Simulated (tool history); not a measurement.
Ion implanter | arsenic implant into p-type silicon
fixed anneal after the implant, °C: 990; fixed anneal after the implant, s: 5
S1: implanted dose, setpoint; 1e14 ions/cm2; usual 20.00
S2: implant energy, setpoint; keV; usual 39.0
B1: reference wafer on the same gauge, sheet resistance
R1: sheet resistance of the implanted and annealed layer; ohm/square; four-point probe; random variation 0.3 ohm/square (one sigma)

{"run": 1, "hour": 0.0, "S1": 20.0, "S2": 28.5, "B1": 94.82, "R1": 113.41}
{"run": 2, "hour": 50.2, "S1": 20.0, "S2": 28.5, "B1": 94.76, "R1": 112.96}
{"run": 3, "hour": 92.3, "S1": 20.0, "S2": 28.5, "B1": 94.74, "R1": 113.11}
{"run": 4, "hour": 151.4, "S1": 20.0, "S2": 46.5, "B1": 94.82, "R1": 88.32}
{"run": 5, "hour": 200.3, "S1": 20.0, "S2": 46.5, "B1": 94.76, "R1": 88.71}
{"run": 6, "hour": 361.3, "S1": 20.0, "S2": 39.0, "B1": 94.75, "R1": 96.11}
{"run": 7, "hour": 397.5, "S1": 20.0, "S2": 39.0, "B1": 94.76, "R1": 95.77}
{"run": 8, "hour": 445.3, "S1": 20.0, "S2": 39.0, "B1": 94.83, "R1": 95.86}
{"run": 9, "hour": 496.4, "S1": 20.0, "S2": 35.0, "B1": 94.83, "R1": 101.13}
{"run": 10, "hour": 563.2, "S1": 20.0, "S2": 35.0, "B1": 94.82, "R1": 101.27}
{"run": 11, "hour": 631.8, "S1": 20.0, "S2": 35.0, "B1": 94.83, "R1": 101.62}
{"hour": 661.0, "done": "gauge calibrated"}
{"run": 12, "hour": 667.2, "S1": 20.0, "S2": 39.0, "B1": 94.83, "R1": 95.96}
{"run": 13, "hour": 728.7, "S1": 14.83, "S2": 44.5, "B1": 94.78, "R1": 98.8}
{"run": 14, "hour": 776.6, "S1": 20.0, "S2": 27.0, "B1": 94.8, "R1": 116.62}
{"run": 15, "hour": 817.4, "S1": 25.22, "S2": 32.0, "B1": 94.77, "R1": 102.35}
{"run": 16, "hour": 867.2, "S1": 21.73, "S2": 32.5, "B1": 94.77, "R1": 103.68}
{"run": 17, "hour": 912.8, "S1": 20.0, "S2": 39.0, "B1": 94.82, "R1": 95.89}
{"run": 18, "hour": 988.6, "S1": 15.08, "S2": 33.5, "B1": 94.79, "R1": 111.28}
{"hour": 1003.3, "done": "extraction supply calibrated"}
{"run": 19, "hour": 1029.5, "S1": 20.0, "S2": 39.0, "B1": 94.78, "R1": 95.48}
{"run": 20, "hour": 1100.2, "S1": 20.0, "S2": 39.0, "B1": 94.82, "R1": 95.81}
{"run": 21, "hour": 1130.2, "S1": 22.39, "S2": 39.0, "B1": 94.79, "R1": 93.68}
{"run": 22, "hour": 1176.4, "S1": 21.52, "S2": 39.0, "B1": 94.82, "R1": 94.05}
{"run": 23, "hour": 1201.4, "S1": 14.89, "S2": 52.0, "B1": 94.73, "R1": 92.93}
{"run": 24, "hour": 1254.9, "S1": 25.67, "S2": 33.0, "B1": 94.78, "R1": 99.49}
{"run": 25, "hour": 1324.1, "S1": 14.83, "S2": 44.5, "B1": 94.78, "R1": 99.25}
{"run": 26, "hour": 1365.0, "S1": 23.3, "S2": 39.0, "B1": 94.79, "R1": 92.67}
{"hour": 1379.8, "done": "Faraday cup replaced and dose calibrated"}
{"run": 27, "hour": 1430.8, "S1": 20.0, "S2": 39.0, "B1": 94.77, "R1": 97.08}
{"run": 28, "hour": 1492.8, "S1": 21.65, "S2": 35.5, "B1": 94.79, "R1": 99.81}
{"run": 29, "hour": 1539.7, "S1": 23.52, "S2": 50.0, "B1": 94.77, "R1": 82.85}
{"run": 30, "hour": 1611.6, "S1": 20.0, "S2": 35.0, "B1": 94.83, "R1": 102.03}
{"run": 31, "hour": 1677.4, "S1": 20.0, "S2": 30.0, "B1": 94.78, "R1": 110.27}
{"run": 32, "hour": 1720.8, "S1": 22.56, "S2": 50.5, "B1": 94.74, "R1": 83.02}
{"run": 33, "hour": 1759.8, "S1": 14.08, "S2": 25.5, "B1": 94.83, "R1": 130.2}
{"run": 34, "hour": 1800.5, "S1": 14.76, "S2": 44.5, "B1": 94.79, "R1": 99.73}
{"run": 35, "hour": 1826.0, "S1": 14.79, "S2": 51.0, "B1": 94.84, "R1": 95.42}
{"run": 36, "hour": 1893.5, "S1": 20.0, "S2": 39.0, "B1": 94.81, "R1": 96.59}
{"run": 37, "hour": 1953.0, "S1": 21.56, "S2": 34.0, "B1": 94.81, "R1": 101.19}

Measured less the same run without the tool's hidden state. The same run-to-run variation is in both; the gauge's scatter may not be:
The hidden state here: deviation of the true dose from the Faraday cup's reading, %; deviation of the true energy from its setpoint, %; gauge reads high (%).
run=1 R1=-0.80
run=2 R1=-0.82
run=3 R1=-0.84
run=4 R1=-1.10
run=5 R1=-1.11
run=6 R1=-1.08
run=7 R1=-1.08
run=8 R1=-1.10
run=9 R1=-1.05
run=10 R1=-1.07
run=11 R1=-1.09
run=12 R1=-1.15
run=13 R1=-1.97
run=14 R1=-0.99
run=15 R1=-0.77
run=16 R1=-0.95
run=17 R1=-1.20
run=18 R1=-1.80
run=19 R1=-1.21
run=20 R1=-1.22
run=21 R1=-1.03
run=22 R1=-1.10
run=23 R1=-2.16
run=24 R1=-0.79
run=25 R1=-2.12
run=26 R1=-1.00
run=27 R1=-0.10
run=28 R1=-0.16
run=29 R1=-0.22
run=30 R1=-0.31
run=31 R1=-0.36
run=32 R1=-0.43
run=33 R1=-0.73
run=34 R1=-0.89
run=35 R1=-0.96
run=36 R1=-0.59
run=37 R1=-0.52

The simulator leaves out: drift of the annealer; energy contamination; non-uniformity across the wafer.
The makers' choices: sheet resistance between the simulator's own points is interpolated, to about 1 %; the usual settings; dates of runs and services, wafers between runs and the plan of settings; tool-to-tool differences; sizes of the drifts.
